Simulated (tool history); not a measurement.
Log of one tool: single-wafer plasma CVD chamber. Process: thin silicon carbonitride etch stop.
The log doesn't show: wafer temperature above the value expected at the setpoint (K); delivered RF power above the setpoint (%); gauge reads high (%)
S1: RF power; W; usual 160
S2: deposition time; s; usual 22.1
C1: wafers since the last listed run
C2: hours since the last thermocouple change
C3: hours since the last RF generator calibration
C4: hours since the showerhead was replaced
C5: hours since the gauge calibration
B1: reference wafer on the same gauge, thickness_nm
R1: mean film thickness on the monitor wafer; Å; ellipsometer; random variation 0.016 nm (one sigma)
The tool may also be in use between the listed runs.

run,hour,S1,S2,C1,C2,C3,C4,C5,B1,R1
1,0,160,22.1,0,2354.2,603.4,3956.1,330.9,10.303,106.43
2,18.5,160,22.1,361,2372.7,621.9,3974.6,349.4,10.306,106.66
3,35.8,160,22.1,338,2390,639.2,3991.9,366.7,10.297,106.35
4,54.9,160,22.1,373,2409.1,658.3,4011,385.8,10.295,106.37
5,86.2,175,22.1,612,2440.4,689.6,4042.3,417.1,10.3,108.74
6,113.1,145,22.1,526,2467.3,716.5,4069.2,444,10.299,103.94
7,132.7,145,22.1,383,2486.9,736.1,4088.8,463.6,10.294,103.54
# hour 154.2: gauge calibrated
# hour 164.5: showerhead replaced
8,166.7,160,22.1,508,2520.9,770.1,2.2,12.5,10.298,106.58
9,181.8,160,22.1,295,2536,785.2,17.3,27.6,10.296,106.49
10,200.4,160,22.1,363,2554.6,803.8,35.9,46.2,10.302,106.55
11,222.4,175,18.8,430,2576.6,825.8,57.9,68.2,10.299,92.7
12,252.2,160,24.9,582,2606.4,855.6,87.7,98,10.3,119.73
13,274.3,150,25.5,432,2628.5,877.7,109.8,120.1,10.29,120.79
14,310.2,180,25,702,2664.4,913.6,145.7,156,10.301,123.56
# hour 324.8: thermocouple changed; heater temperature recalibrated
15,327.1,185,20.1,174,2.3,930.5,162.6,172.9,10.302,100.46
16,351.3,160,22.1,473,26.5,954.7,186.8,197.1,10.295,106.57
# hour 371.1: RF generator calibrated
17,394.8,185,18.3,694,70,23.7,230.3,240.6,10.298,92.97
18,420.1,170,22.1,494,95.3,49,255.6,265.9,10.305,109.92
19,449,160,22.1,565,124.2,77.9,284.5,294.8,10.306,107.87
20,484.5,160,22.1,694,159.7,113.4,320,330.3,10.296,108.17

Forecast each of these 5 alternatives for the next run:
A,484.9,160,22.1,7,160.1,113.8,320.4,330.7,?,?
B,484.9,190,22.1,7,160.1,113.8,320.4,330.7,?,?
C,484.9,160,23.9,7,160.1,113.8,320.4,330.7,?,?
D,484.9,150,18.5,7,160.1,113.8,320.4,330.7,?,?
E,484.9,160,23.6,7,160.1,113.8,320.4,330.7,?,?

run,B1,R1
A,10.299,107.95
B,10.299,112.76
C,10.299,116.74
D,10.299,88.92
E,10.299,115.27
Without the tool's hidden state the same runs would have given:
run,R1
A,108.69
B,113.54
C,117.54
D,89.53
E,116.06
